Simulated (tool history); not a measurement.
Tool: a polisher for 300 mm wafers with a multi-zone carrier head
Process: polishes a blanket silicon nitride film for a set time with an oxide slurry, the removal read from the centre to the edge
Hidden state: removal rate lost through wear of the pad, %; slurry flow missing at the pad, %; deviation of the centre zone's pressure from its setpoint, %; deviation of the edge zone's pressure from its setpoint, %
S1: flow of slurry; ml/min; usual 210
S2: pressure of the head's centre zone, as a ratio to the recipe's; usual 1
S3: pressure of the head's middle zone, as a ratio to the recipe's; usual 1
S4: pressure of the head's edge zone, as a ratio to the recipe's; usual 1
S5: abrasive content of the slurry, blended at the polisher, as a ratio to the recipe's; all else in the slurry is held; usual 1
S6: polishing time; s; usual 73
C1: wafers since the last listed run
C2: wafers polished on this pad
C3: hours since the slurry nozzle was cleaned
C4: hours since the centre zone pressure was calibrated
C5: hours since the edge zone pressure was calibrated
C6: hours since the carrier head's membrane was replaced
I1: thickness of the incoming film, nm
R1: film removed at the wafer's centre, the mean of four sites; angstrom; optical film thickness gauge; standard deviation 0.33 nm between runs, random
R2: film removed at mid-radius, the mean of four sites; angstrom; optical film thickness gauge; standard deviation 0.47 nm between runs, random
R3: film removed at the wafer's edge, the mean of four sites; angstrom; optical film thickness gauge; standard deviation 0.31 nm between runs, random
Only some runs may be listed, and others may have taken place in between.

run 1 hour=0 | S1=210 S2=1 S3=1 S4=1 S5=1.15 S6=73 | C1=0 C2=594 C3=657.9 C4=199 C5=257.3 C6=1263.6 | I1=409.4 | R1=348 R2=368 R3=365
run 2 hour=47.1 | S1=210 S2=1 S3=1 S4=1 S5=0.75 S6=73 | C1=469 C2=1064 C3=705 C4=246.1 C5=304.4 C6=1310.7 | I1=403.5 | R1=303 R2=318 R3=312
run 3 hour=89.2 | S1=210 S2=1 S3=1 S4=1 S5=0.75 S6=73 | C1=419 C2=1484 C3=747.1 C4=288.2 C5=346.5 C6=1352.8 | I1=415.3 | R1=303 R2=317 R3=312
run 4 hour=133.6 | S1=210 S2=1 S3=0.96 S4=1 S5=1 S6=73 | C1=442 C2=1926 C3=791.5 C4=332.6 C5=390.9 C6=1397.2 | I1=408.4 | R1=340 R2=327 R3=343
run 5 hour=165.1 | S1=210 S2=1.1 S3=1 S4=0.96 S5=1 S6=73 | C1=314 C2=2240 C3=823 C4=364.1 C5=422.4 C6=1428.7 | I1=410.8 | R1=370 R2=344 R3=336
run 6 hour=201.2 | S1=190 S2=1 S3=1 S4=1 S5=1 S6=73 | C1=359 C2=2600 C3=859.1 C4=400.2 C5=458.5 C6=1464.8 | I1=416.5 | R1=327 R2=342 R3=343
-- hour=216.9 slurry nozzle cleaned
run 7 hour=258.8 | S1=210 S2=1.08 S3=1 S4=0.96 S5=0.7 S6=87 | C1=564 C2=3164 C3=41.9 C4=457.8 C5=516.1 C6=1522.4 | I1=408.8 | R1=367 R2=350 R3=347
-- hour=299.9 worn pad replaced by a new one
run 8 hour=305.7 | S1=210 S2=1 S3=1 S4=1.06 S5=1.25 S6=73 | C1=427 C2=57 C3=88.8 C4=504.7 C5=563 C6=1569.3 | I1=404 | R1=351 R2=362 R3=370
-- hour=336.6 edge zone pressure recalibrated
-- hour=343.5 carrier head's membrane replaced by a new one
run 9 hour=361.5 | S1=210 S2=0.93 S3=1 S4=0.95 S5=1 S6=73 | C1=486 C2=544 C3=144.6 C4=560.5 C5=24.9 C6=18 | I1=410.6 | R1=292 R2=329 R3=333
run 10 hour=391.5 | S1=210 S2=1 S3=1 S4=0.96 S5=1.1 S6=60 | C1=299 C2=843 C3=174.6 C4=590.5 C5=54.9 C6=48 | I1=408.9 | R1=274 R2=280 R3=273
run 11 hour=458.2 | S1=210 S2=1 S3=1 S4=1 S5=1 S6=84 | C1=664 C2=1508 C3=241.3 C4=657.2 C5=121.6 C6=114.7 | I1=417 | R1=358 R2=382 R3=388
run 12 hour=496.5 | S1=170 S2=1 S3=1 S4=1 S5=1 S6=73 | C1=381 C2=1890 C3=279.6 C4=695.5 C5=159.9 C6=153 | I1=404.5 | R1=302 R2=314 R3=326
run 13 hour=552.5 | S1=210 S2=1 S3=1 S4=1 S5=1 S6=73 | C1=558 C2=2448 C3=335.6 C4=751.5 C5=215.9 C6=209 | I1=403.4 | R1=315 R2=319 R3=337
-- hour=605.7 centre zone pressure recalibrated
run 14 hour=615.4 | S1=210 S2=0.95 S3=0.91 S4=1 S5=0.8 S6=94 | C1=607 C2=3055 C3=398.5 C4=9.7 C5=278.8 C6=271.9 | I1=409.4 | R1=351 R2=356 R3=396
-- hour=622.6 slurry nozzle cleaned, repeated, since the last time left the tool worse
run 15 hour=644.1 | S1=210 S2=1 S3=1 S4=0.95 S5=1 S6=73 | C1=276 C2=3331 C3=21.5 C4=38.4 C5=307.5 C6=300.6 | I1=413 | R1=348 R2=363 R3=352
run 16 hour=672.7 | S1=210 S2=1 S3=1 S4=1 S5=1 S6=73 | C1=285 C2=3616 C3=50.1 C4=67 C5=336.1 C6=329.2 | I1=417.7 | R1=345 R2=357 R3=356
-- hour=685.8 worn pad replaced by a new one
run 17 hour=703.9 | S1=210 S2=1.08 S3=0.89 S4=1 S5=1 S6=73 | C1=271 C2=180 C3=81.3 C4=98.2 C5=367.3 C6=360.4 | I1=407 | R1=369 R2=322 R3=351
run 18 hour=750.7 | S1=210 S2=0.91 S3=1 S4=1 S5=1 S6=62 | C1=466 C2=646 C3=128.1 C4=145 C5=414.1 C6=407.2 | I1=405.6 | R1=263 R2=296 R3=299
run 19 hour=778.3 | S1=210 S2=1.1 S3=1 S4=0.96 S5=1 S6=73 | C1=275 C2=921 C3=155.7 C4=172.6 C5=441.7 C6=434.8 | I1=410.4 | R1=373 R2=353 R3=350
run 20 hour=825.5 | S1=210 S2=1 S3=1 S4=1 S5=1 S6=89 | C1=470 C2=1392 C3=202.9 C4=219.8 C5=488.9 C6=482 | I1=412.3 | R1=417 R2=431 R3=431
run 21 hour=861.6 | S1=210 S2=1 S3=1 S4=1 S5=1.25 S6=73 | C1=359 C2=1752 C3=239 C4=255.9 C5=525 C6=518.1 | I1=412.6 | R1=366 R2=382 R3=382
run 22 hour=916.3 | S1=210 S2=1 S3=1 S4=1 S5=1 S6=73 | C1=545 C2=2297 C3=293.7 C4=310.6 C5=579.7 C6=572.8 | I1=409.7 | R1=343 R2=347 R3=354
run 23 hour=985 | S1=210 S2=1 S3=1 S4=1 S5=1 S6=50 | C1=684 C2=2982 C3=362.4 C4=379.3 C5=648.4 C6=641.5 | I1=414.3 | R1=231 R2=234 R3=240

3 ways to go on from here, each from the tool as it stands after run 23. What would each give?
run A hour=985.4 | S1=210 S2=1 S3=1 S4=1 S5=1 S6=73 | C1=3 C2=2986 C3=362.8 C4=379.7 C5=648.8 C6=641.9 | I1=407.9 | R1=? R2=? R3=?
run B hour=985.4 | S1=210 S2=1 S3=1.11 S4=1 S5=1 S6=73 | C1=3 C2=2986 C3=362.8 C4=379.7 C5=648.8 C6=641.9 | I1=407.9 | R1=? R2=? R3=?
run C hour=985.4 | S1=155 S2=1 S3=0.92 S4=1 S5=1 S6=73 | C1=3 C2=2986 C3=362.8 C4=379.7 C5=648.8 C6=641.9 | I1=407.9 | R1=? R2=? R3=?

run=A R1=347 R2=347 R3=346
run=B R1=347 R2=379 R3=345
run=C R1=331 R2=311 R3=336
What these runs would have given with no unlogged condition in the tool:
run=A R1=354 R2=354 R3=351
run=B R1=355 R2=387 R3=350
run=C R1=340 R2=318 R3=342

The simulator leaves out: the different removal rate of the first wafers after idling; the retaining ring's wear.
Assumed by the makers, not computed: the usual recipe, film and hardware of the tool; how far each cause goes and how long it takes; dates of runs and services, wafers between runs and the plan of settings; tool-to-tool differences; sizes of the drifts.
